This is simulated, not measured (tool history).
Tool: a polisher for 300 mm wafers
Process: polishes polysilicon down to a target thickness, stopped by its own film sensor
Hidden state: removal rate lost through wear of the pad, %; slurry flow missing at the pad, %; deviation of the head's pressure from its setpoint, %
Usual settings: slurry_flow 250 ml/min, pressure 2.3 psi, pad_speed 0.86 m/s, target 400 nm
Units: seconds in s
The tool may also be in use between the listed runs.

run,hour,slurry_flow,pressure,pad_speed,target,wafers since the last listed run,wafers polished on this pad,hours since the slurry nozzle was cleaned,hours since the head pressure was calibrated,"incoming thickness of the incoming film, nm",seconds
1,0,250,2.3,0.86,400,0,306,494.8,706.5,672.7,48.7
2,63.2,250,2.3,0.86,400,588,895,558,769.7,671.4,48.7
3,142.1,250,2.3,0.86,400,734,1629,636.9,848.6,669.7,50.1
4,179.5,250,2.3,0.86,400,348,1978,674.3,886,671.6,49.1
5,241.2,250,2.3,0.86,400,574,2552,736,947.7,665,48.2
6,314.5,190,2.3,0.86,348,682,3234,809.3,1021,673.9,60.9
# hour 399.6: slurry nozzle cleaned
7,419.9,190,2.3,0.86,348,971,4206,20.3,1126.4,669.6,59.6
# hour 439.1: head pressure recalibrated
# hour 463.7: worn pad replaced by a new one
8,473.9,250,2.3,0.74,400,446,94,74.3,34.8,664.3,53.1
9,581,250,2.3,0.94,400,997,1091,181.4,141.9,655.8,43.2
10,678.1,250,2.3,0.86,400,903,1995,278.5,239,685.1,50.5
11,819.1,250,2.3,0.86,400,1312,3308,419.5,380,670.4,49.4
12,911.2,250,2.3,0.86,400,857,4165,511.6,472.1,663,46.7
# hour 955.7: worn pad replaced by a new one
13,1002,250,2.3,0.86,400,808,430,602.4,562.9,670.2,49.5
14,1061.8,250,2.3,0.86,400,556,987,662.2,622.7,670.7,48.7
15,1099.7,250,2.3,0.86,400,352,1340,700.1,660.6,661.6,46.9
16,1143.3,250,2.3,0.86,400,405,1746,743.7,704.2,667.3,48.1
# hour 1207.9: slurry nozzle cleaned
17,1211.1,250,2.3,0.86,400,621,2368,3.2,772,674.6,48.9
18,1289.5,185,1.6,0.7,475,729,3097,81.6,850.4,674,59.6
19,1371.6,250,1.8,0.76,400,764,3862,163.7,932.5,656.5,63.7
20,1438.3,320,2.3,0.86,488,620,4483,230.4,999.2,671.8,31.7
21,1499.1,250,2.3,0.86,308,566,5049,291.2,1060,667.3,64.3
22,1561.3,250,2.3,0.86,400,579,5628,353.4,1122.2,670.8,48.4
# hour 1574.3: head pressure recalibrated
# hour 1583: worn pad replaced by a new one
23,1622.9,185,2.3,1.16,470,517,371,415,48.6,675.2,30.3
24,1675.7,250,2.3,0.86,476,491,863,467.8,101.4,657.6,32.1
25,1730.1,250,2.3,0.86,400,506,1369,522.2,155.8,665.1,48.2
26,1784.5,225,2.3,0.68,400,506,1876,576.6,210.2,663.2,56.8
27,1879.3,250,2.3,0.86,400,882,2758,671.4,305,669.8,49.1
28,1967.6,250,2.3,0.86,400,822,3580,759.7,393.3,660.4,46.8
29,2031.6,250,2.3,0.6,310,595,4176,823.7,457.3,667.6,82.5
# hour 2062.8: slurry nozzle cleaned
# hour 2107: worn pad replaced by a new one
30,2107.5,250,2.3,1.02,400,660,4,44.7,533.2,669.7,42.8
31,2184.4,250,2.3,0.86,400,715,720,121.6,610.1,675.8,50.3
32,2277.7,325,2.8,0.98,400,868,1589,214.9,703.4,667.4,36.1
# hour 2575.9: worn pad replaced by a new one
33,2595.8,250,2.7,0.86,400,2924,185,533,1021.5,677.3,42.9
34,2698.7,215,2.3,1.02,400,957,1143,635.9,1124.4,674.6,45.1
35,2735,215,2.3,1.02,400,337,1481,672.2,1160.7,671.9,43.3

How the hidden state differs across the entries between the runs, from the last listed run before each to the first after it:
Between runs 6 and 7: slurry nozzle cleaned (hour 399.6)
  no hidden state differs between the two runs
Between runs 7 and 8: head pressure recalibrated (hour 439.1); worn pad replaced by a new one (hour 463.7)
  no hidden state differs between the two runs
Between runs 12 and 13: worn pad replaced by a new one (hour 955.7)
  no hidden state differs between the two runs
Between runs 16 and 17: slurry nozzle cleaned (hour 1207.9)
  no hidden state differs between the two runs
Between runs 22 and 23: head pressure recalibrated (hour 1574.3); worn pad replaced by a new one (hour 1583)
  no hidden state differs between the two runs
Between runs 29 and 30: slurry nozzle cleaned (hour 2062.8); worn pad replaced by a new one (hour 2107)
  no hidden state differs between the two runs
Between runs 32 and 33: worn pad replaced by a new one (hour 2575.9)
  no hidden state differs between the two runs
